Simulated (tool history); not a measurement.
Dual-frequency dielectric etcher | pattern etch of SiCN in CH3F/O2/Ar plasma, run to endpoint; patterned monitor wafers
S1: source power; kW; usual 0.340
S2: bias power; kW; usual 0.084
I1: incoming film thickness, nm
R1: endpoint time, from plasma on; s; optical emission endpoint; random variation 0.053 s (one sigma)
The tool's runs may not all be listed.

| run | hour | S1 | S2 | I1 | R1 |
|---|---|---|---|---|---|
| 1 | 0.0 | 0.340 | 0.084 | 7.05 | 17.7 |
| 2 | 30.4 | 0.340 | 0.084 | 7.01 | 17.7 |
| 3 | 59.3 | 0.340 | 0.084 | 7.02 | 17.6 |
| 4 | 83.7 | 0.340 | 0.096 | 7.00 | 16.2 |
| 5 | 107.0 | 0.340 | 0.096 | 6.98 | 16.2 |
| 6 | 122.2 | 0.340 | 0.084 | 6.97 | 17.4 |
| 7 | 148.3 | 0.340 | 0.084 | 6.99 | 17.4 |
| 8 | 161.3 | 0.340 | 0.084 | 7.01 | 17.5 |
|  | 192.8 | source power generator calibrated |
|  | 194.5 | bias power generator calibrated |
|  | 214.4 | upper electrode replaced |
| 9 | 220.6 | 0.340 | 0.093 | 7.05 | 16.5 |
| 10 | 241.2 | 0.340 | 0.078 | 7.02 | 18.2 |
| 11 | 260.4 | 0.370 | 0.064 | 7.03 | 20.1 |

The next listed run, before its measurement:
| 12 | 274.7 | 0.290 | 0.065 | 6.94 | ? |

{"run 12": {"R1": 21.2}}
Without the tool's hidden state the same run would have given R1 21.8 s.
